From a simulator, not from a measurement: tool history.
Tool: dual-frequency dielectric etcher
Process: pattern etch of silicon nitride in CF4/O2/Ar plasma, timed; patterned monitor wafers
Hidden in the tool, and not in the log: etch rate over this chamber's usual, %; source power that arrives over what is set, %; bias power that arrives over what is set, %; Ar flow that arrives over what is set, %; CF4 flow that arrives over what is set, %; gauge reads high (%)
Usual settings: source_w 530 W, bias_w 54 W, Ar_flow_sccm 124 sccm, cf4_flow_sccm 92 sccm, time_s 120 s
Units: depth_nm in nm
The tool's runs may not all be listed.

| run | day | source_w | bias_w | Ar_flow_sccm | cf4_flow_sccm | time_s | wafers since the last listed run | hours since the last wet clean | hours since the last source power generator calibration | hours since the last bias power generator calibration | hours since the last Ar flow controller change | hours since the last CF4 flow controller change | hours since the last upper electrode change | hours since the gauge calibration | read-back reference wafer on the same gauge, depth_nm | depth_nm |
|---|---|---|---|---|---|---|---|---|---|---|---|---|---|---|---|---|
| 1 | 0 | 530 | 54 | 124 | 92 | 120 | 0 | 530 | 4293.1 | 18.9 | 21.1 | 3066.4 | 49.2 | 307.1 | 263.8 | 227.9 |
| 2 | 0.317 | 530 | 54 | 124 | 92 | 120 | 66 | 537.6 | 4300.7 | 26.5 | 28.7 | 3074 | 56.8 | 314.7 | 264 | 227.9 |
|  | 0.467 | gauge calibrated |
| 3 | 0.825 | 530 | 54 | 102 | 92 | 120 | 107 | 549.8 | 4312.9 | 38.7 | 40.9 | 3086.2 | 69 | 8.6 | 264 | 233.8 |
| 4 | 1.308 | 530 | 54 | 102 | 92 | 120 | 101 | 561.4 | 4324.5 | 50.3 | 52.5 | 3097.8 | 80.6 | 20.2 | 264.1 | 233.7 |
|  | 1.783 | CF4 flow controller replaced |
| 5 | 2.038 | 610 | 45 | 115 | 92 | 120 | 101 | 578.9 | 4342 | 67.8 | 70 | 6.1 | 98.1 | 37.7 | 264 | 240.8 |
|  | 3.267 | wet clean of the chamber |
| 6 | 3.288 | 530 | 54 | 124 | 92 | 120 | 52 | 0.5 | 4372 | 97.8 | 100 | 36.1 | 128.1 | 67.7 | 263.9 | 223.1 |
| 7 | 3.304 | 400 | 54 | 97 | 100 | 94.5 | 3 | 0.9 | 4372.4 | 98.2 | 100.4 | 36.5 | 128.5 | 68.1 | 264 | 147.8 |
| 8 | 3.317 | 530 | 65 | 124 | 92 | 120 | 2 | 1.2 | 4372.7 | 98.5 | 100.7 | 36.8 | 128.8 | 68.4 | 264 | 239.5 |
| 9 | 3.5 | 530 | 67 | 151 | 103 | 95.5 | 38 | 5.6 | 4377.1 | 102.9 | 105.1 | 41.2 | 133.2 | 72.8 | 263.8 | 190.6 |
| 10 | 4.142 | 410 | 54 | 124 | 82 | 139 | 135 | 21 | 4392.5 | 118.3 | 120.5 | 56.6 | 148.6 | 88.2 | 264 | 211.6 |
| 11 | 4.542 | 530 | 54 | 94 | 92 | 120 | 84 | 30.6 | 4402.1 | 127.9 | 130.1 | 66.2 | 158.2 | 97.8 | 263.9 | 230.4 |
|  | 4.95 | source power generator calibrated |
| 12 | 4.971 | 620 | 54 | 124 | 75 | 120 | 55 | 40.9 | 0.5 | 138.2 | 140.4 | 76.5 | 168.5 | 108.1 | 263.9 | 247.6 |
| 13 | 5.367 | 410 | 54 | 124 | 92 | 143 | 83 | 50.4 | 10 | 147.7 | 149.9 | 86 | 178 | 117.6 | 264.2 | 220.6 |
| 14 | 5.708 | 530 | 54 | 124 | 92 | 120 | 72 | 58.6 | 18.2 | 155.9 | 158.1 | 94.2 | 186.2 | 125.8 | 263.9 | 224.2 |
| 15 | 6.1 | 530 | 54 | 124 | 92 | 120 | 82 | 68 | 27.6 | 165.3 | 167.5 | 103.6 | 195.6 | 135.2 | 264 | 223.6 |
| 16 | 6.662 | 530 | 54 | 134 | 72 | 95.5 | 118 | 81.5 | 41.1 | 178.8 | 181 | 117.1 | 209.1 | 148.7 | 264 | 172.2 |
| 17 | 6.983 | 450 | 54 | 150 | 71 | 136 | 67 | 89.2 | 48.8 | 186.5 | 188.7 | 124.8 | 216.8 | 156.4 | 264.2 | 214.3 |
| 18 | 7.546 | 530 | 54 | 124 | 92 | 120 | 118 | 102.7 | 62.3 | 200 | 202.2 | 138.3 | 230.3 | 169.9 | 263.8 | 223.7 |
| 19 | 8.096 | 530 | 54 | 124 | 110 | 87 | 116 | 115.9 | 75.5 | 213.2 | 215.4 | 151.5 | 243.5 | 183.1 | 264 | 166 |
| 20 | 8.396 | 530 | 41 | 124 | 92 | 91.5 | 63 | 123.1 | 82.7 | 220.4 | 222.6 | 158.7 | 250.7 | 190.3 | 264.1 | 154.7 |
| 21 | 8.825 | 470 | 54 | 124 | 92 | 120 | 90 | 133.4 | 93 | 230.7 | 232.9 | 169 | 261 | 200.6 | 264.1 | 205.7 |
| 22 | 9.779 | 440 | 54 | 124 | 92 | 120 | 201 | 156.3 | 115.9 | 253.6 | 255.8 | 191.9 | 283.9 | 223.5 | 264.1 | 195.4 |

Some steps in depth_nm between neighbouring runs. How much of each would the tool show without its hidden state too (settings, what came in, random variation), and how much is left for the hidden state, with any gauge scatter that isn't in both results?
Run 5 -> 6: source_w 610 -> 530, bias_w 45 -> 54, Ar_flow_sccm 115 -> 124, wet clean of the chamber. depth_nm -17.7 nm: hidden state -5.5, all else -12.2.
Run 6 -> 7: source_w 530 -> 400, Ar_flow_sccm 124 -> 97, cf4_flow_sccm 92 -> 100, time_s 120 -> 94.5. depth_nm -75.3 nm: hidden state -0.2, all else -75.1.
Run 7 -> 8: source_w 400 -> 530, bias_w 54 -> 65, Ar_flow_sccm 97 -> 124, cf4_flow_sccm 100 -> 92, time_s 94.5 -> 120. depth_nm +91.7 nm: hidden state +0.2, all else +91.5.
Run 20 -> 21: source_w 530 -> 470, bias_w 41 -> 54, time_s 91.5 -> 120. depth_nm +51 nm: hidden state +0.5, all else +50.5.

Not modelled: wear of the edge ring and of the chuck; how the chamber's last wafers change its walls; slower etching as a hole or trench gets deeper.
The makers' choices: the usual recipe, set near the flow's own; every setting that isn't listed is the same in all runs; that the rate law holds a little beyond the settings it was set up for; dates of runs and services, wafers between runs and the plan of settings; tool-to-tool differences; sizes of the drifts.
